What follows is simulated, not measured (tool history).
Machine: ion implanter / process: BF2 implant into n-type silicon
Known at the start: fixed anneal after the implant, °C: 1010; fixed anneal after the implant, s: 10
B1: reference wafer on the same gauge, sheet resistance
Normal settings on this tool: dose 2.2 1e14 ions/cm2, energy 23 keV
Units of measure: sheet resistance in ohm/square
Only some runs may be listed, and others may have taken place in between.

Run 1, day 0: usual settings; B1 483.06. Result: sheet resistance 500.36 ohm/square.
Run 2, day 0.638: usual settings; B1 483.17. Result: sheet resistance 500.47 ohm/square.
Run 3, day 1.967: usual settings; B1 482.92. Result: sheet resistance 502.22 ohm/square.
Run 4, day 2.996: usual settings; B1 483.09. Result: sheet resistance 501.11 ohm/square.
Run 5, day 3.829: usual settings but dose 2.38 1e14 ions/cm2; B1 483.1. Result: sheet resistance 470.09 ohm/square.
Run 6, day 4.738: usual settings but dose 2.58 1e14 ions/cm2, energy 19 keV; B1 483.04. Result: sheet resistance 447.36 ohm/square.
Run 7, day 5.788: usual settings but dose 2.58 1e14 ions/cm2, energy 19 keV; B1 482.74. Result: sheet resistance 447.89 ohm/square.
At day 6.712: Faraday cup replaced and dose calibrated.
At day 6.754: extraction supply calibrated.
Run 8, day 6.775: usual settings but dose 2.58 1e14 ions/cm2, energy 19 keV; B1 483.04. Result: sheet resistance 421.59 ohm/square.
At day 7.771: gauge calibrated.
Run 9, day 7.946: usual settings but dose 2.46 1e14 ions/cm2; B1 483.25. Result: sheet resistance 433.93 ohm/square.
Run 10, day 8.6: usual settings but energy 17.5 keV; B1 482.98. Result: sheet resistance 489.68 ohm/square.
Run 11, day 9.358: usual settings but energy 17.5 keV; B1 483.06. Result: sheet resistance 488.82 ohm/square.
Run 12, day 9.896: usual settings but dose 1.92 1e14 ions/cm2, energy 17.5 keV; B1 483.23. Result: sheet resistance 550.95 ohm/square.
Run 13, day 11.175: usual settings but dose 1.87 1e14 ions/cm2, energy 25.5 keV; B1 483.22. Result: sheet resistance 542.26 ohm/square.

What does the tool deliver on the next run?
Run 14, day 11.708: usual settings but dose 1.61 1e14 ions/cm2, energy 20 keV; B1 ?. Result: sheet resistance ?.

B1: 483.08
sheet resistance: 632.88 ohm/square
Were there no unlogged condition in the tool, this run, its random variation unchanged, would have produced sheet resistance 635.35 ohm/square.
